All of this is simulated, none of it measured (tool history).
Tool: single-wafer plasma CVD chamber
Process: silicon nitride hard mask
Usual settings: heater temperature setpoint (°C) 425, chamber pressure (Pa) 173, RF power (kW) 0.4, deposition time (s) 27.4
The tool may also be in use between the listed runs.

run	hour	heater temperature setpoint (°C)	chamber pressure (Pa)	RF power (kW)	deposition time (s)	read-back reference wafer on the same gauge, thickness_nm	mean film thickness on the monitor wafer (angstrom)
1	0	414	173	0.4	31	32.415	387.83
2	34.5	414	173	0.4	31	32.394	387.54
3	64.6	414	173	0.4	31	32.414	386.9
4	99.2	425	173	0.4	27.4	32.415	340.39
5	119.7	425	173	0.45	27.4	32.381	358.46
6	140.6	425	173	0.45	27.4	32.404	357.12
7	165.3	425	173	0.4	27.4	32.411	338.31
8	200.8	425	173	0.4	27.4	32.394	338.63
9	221.6	425	173	0.4	27.4	32.421	339.74
10	242.5	425	173	0.4	27.4	32.401	340.44
11	330.6	425	173	0.335	27.4	32.428	310.77
12	362.5	425	173	0.335	27.4	32.422	311.73
13	394.5	425	173	0.4	27.4	32.427	338.43
14	415.4	425	173	0.4	27.4	32.428	338.64
# hour 419.9: gauge calibrated
15	439.8	425	173	0.4	27.4	32.403	338.57
# hour 449.3: showerhead replaced
16	475.6	425	208	0.35	24.8	32.414	308.92
# hour 499.6: capacitance manometer re-zeroed and calibrated
# hour 506.2: thermocouple changed; heater temperature recalibrated
17	506.7	421	211	0.34	27.4	32.411	338.09
18	516.6	425	189	0.365	27.4	32.409	335.26
# hour 528.2: RF generator calibrated
19	537.2	414	161	0.4	27.4	32.396	339.79
20	553.9	425	173	0.4	27.4	32.416	349.6
21	566.9	425	173	0.4	31.5	32.376	401.27
22	579.2	425	173	0.4	27.4	32.391	345.87
23	605	425	173	0.4	27.4	32.402	346.28
24	631.1	420	173	0.4	25.9	32.399	329.07
25	659.4	413	151	0.365	27.4	32.374	311.98
26	682.7	416	161	0.4	24.7	32.377	303.86
27	699.5	425	133	0.33	22.3	32.422	228
28	724.6	429	173	0.43	27.4	32.395	354.67
29	743.2	432	173	0.4	27.4	32.4	342.31

4 ways to go on from here, each from the tool as it stands after run 29. What would each give?
A	743.6	425	173	0.43	27.4	?	?
B	743.6	425	191	0.4	27.4	?	?
C	743.6	436	173	0.4	31.9	?	?
D	743.6	412	147	0.47	29	?	?

run	read-back reference wafer on the same gauge, thickness_nm	mean film thickness on the monitor wafer (angstrom)
A	32.366	355.25
B	32.366	357.43
C	32.366	398.37
D	32.366	365.51
Without the tool's hidden state the same runs would have given:
run	mean film thickness on the monitor wafer (angstrom)
A	361.21
B	363.48
C	405.11
D	371.64
